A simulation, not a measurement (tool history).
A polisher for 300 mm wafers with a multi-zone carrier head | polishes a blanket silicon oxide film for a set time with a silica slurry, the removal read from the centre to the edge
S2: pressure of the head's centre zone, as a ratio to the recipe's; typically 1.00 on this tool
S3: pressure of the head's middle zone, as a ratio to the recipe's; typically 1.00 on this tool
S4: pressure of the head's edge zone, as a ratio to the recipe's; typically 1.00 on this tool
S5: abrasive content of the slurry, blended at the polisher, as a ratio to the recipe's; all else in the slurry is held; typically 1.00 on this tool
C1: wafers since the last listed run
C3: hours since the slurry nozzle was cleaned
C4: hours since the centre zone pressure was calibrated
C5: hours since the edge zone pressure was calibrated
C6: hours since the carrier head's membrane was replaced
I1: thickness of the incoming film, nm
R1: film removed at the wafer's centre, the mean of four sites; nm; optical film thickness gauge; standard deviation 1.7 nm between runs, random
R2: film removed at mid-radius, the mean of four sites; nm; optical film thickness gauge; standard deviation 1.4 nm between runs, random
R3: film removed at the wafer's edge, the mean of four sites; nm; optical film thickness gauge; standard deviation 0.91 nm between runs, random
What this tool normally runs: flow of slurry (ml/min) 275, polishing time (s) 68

Run 1, hour 0.0: usual settings but S2 1.10, S3 0.92, S5 0.90, polishing time (s) 54; C1 0; wafers polished on this pad 120; C3 50.4; C4 298.8; C5 20.2; C6 1114.9; I1 955.7. Result: R1 120.2 nm, R2 105.6 nm, R3 111.8 nm.
Run 2, hour 6.6: usual settings but S3 1.09, polishing time (s) 58; C1 39; wafers polished on this pad 159; C3 57.0; C4 305.4; C5 26.8; C6 1121.5; I1 961.7. Result: R1 128.9 nm, R2 133.5 nm, R3 126.2 nm.
At hour 15.9: centre zone pressure recalibrated.
At hour 24.2: carrier head's membrane replaced by a new one.
Run 3, hour 24.7: usual settings but S2 1.04, S4 0.90; C1 65; wafers polished on this pad 225; C3 75.1; C4 8.8; C5 44.9; C6 0.5; I1 956.7. Result: R1 150.1 nm, R2 146.0 nm, R3 141.3 nm.
Run 4, hour 30.4: usual settings but flow of slurry (ml/min) 245, S3 0.97, S4 0.96; C1 33; wafers polished on this pad 259; C3 80.8; C4 14.5; C5 50.6; C6 6.2; I1 984.3. Result: R1 147.5 nm, R2 143.7 nm, R3 144.7 nm.
Run 5, hour 41.7: usual settings; C1 67; wafers polished on this pad 326; C3 92.1; C4 25.8; C5 61.9; C6 17.5; I1 962.4. Result: R1 147.7 nm, R2 147.9 nm, R3 149.2 nm.
Run 6, hour 50.8: usual settings but S3 1.03, S5 0.90, polishing time (s) 59; C1 54; wafers polished on this pad 380; C3 101.2; C4 34.9; C5 71.0; C6 26.6; I1 960.5. Result: R1 122.1 nm, R2 121.8 nm, R3 122.2 nm.
Run 7, hour 59.0: usual settings; C1 48; wafers polished on this pad 429; C3 109.4; C4 43.1; C5 79.2; C6 34.8; I1 963.5. Result: R1 148.8 nm, R2 145.7 nm, R3 148.9 nm.
Run 8, hour 73.1: usual settings but flow of slurry (ml/min) 335, S2 0.91, S3 0.92, S5 1.25; C1 83; wafers polished on this pad 512; C3 123.5; C4 57.2; C5 93.3; C6 48.9; I1 964.1. Result: R1 158.7 nm, R2 155.8 nm, R3 168.5 nm.
Run 9, hour 88.3: usual settings but S3 0.94; C1 90; wafers polished on this pad 603; C3 138.7; C4 72.4; C5 108.5; C6 64.1; I1 969.3. Result: R1 149.5 nm, R2 141.0 nm, R3 148.2 nm.
Run 10, hour 101.6: usual settings but polishing time (s) 52; C1 79; wafers polished on this pad 682; C3 152.0; C4 85.7; C5 121.8; C6 77.4; I1 966.6. Result: R1 113.8 nm, R2 112.0 nm, R3 111.9 nm.
Run 11, hour 117.0: usual settings but flow of slurry (ml/min) 360, polishing time (s) 59; C1 91; wafers polished on this pad 773; C3 167.4; C4 101.1; C5 137.2; C6 92.8; I1 981.4. Result: R1 135.0 nm, R2 132.1 nm, R3 131.0 nm.
Run 12, hour 128.8: usual settings; C1 70; wafers polished on this pad 843; C3 179.2; C4 112.9; C5 149.0; C6 104.6; I1 964.8. Result: R1 147.5 nm, R2 149.8 nm, R3 148.3 nm.
Run 13, hour 146.5: usual settings but S2 0.96, polishing time (s) 45; C1 105; wafers polished on this pad 948; C3 196.9; C4 130.6; C5 166.7; C6 122.3; I1 972.2. Result: R1 95.6 nm, R2 97.6 nm, R3 98.7 nm.
Run 14, hour 158.1: usual settings; C1 68; wafers polished on this pad 1017; C3 208.5; C4 142.2; C5 178.3; C6 133.9; I1 971.9. Result: R1 150.3 nm, R2 146.7 nm, R3 147.1 nm.
Run 15, hour 172.6: usual settings but flow of slurry (ml/min) 355, S3 0.96, S5 0.75, polishing time (s) 86; C1 86; wafers polished on this pad 1104; C3 223.0; C4 156.7; C5 192.8; C6 148.4; I1 969.9. Result: R1 163.9 nm, R2 158.3 nm, R3 160.6 nm.

Run 16, settings as shown, results not yet in. Your forecast:
Run 16, hour 188.1: usual settings but S4 0.88, S5 1.15; C1 92; wafers polished on this pad 1196; C3 238.5; C4 172.2; C5 208.3; C6 163.9; I1 976.8. Result: R1 ?, R2 ?, R3 ?.

Logged for run 16: R1 160.0 nm, R2 160.4 nm, R3 149.3 nm.
Take away the tool's hidden state, keep the run-to-run variation as it was, and the same run would have given R1 160.0 nm, R2 160.4 nm, R3 149.3 nm.
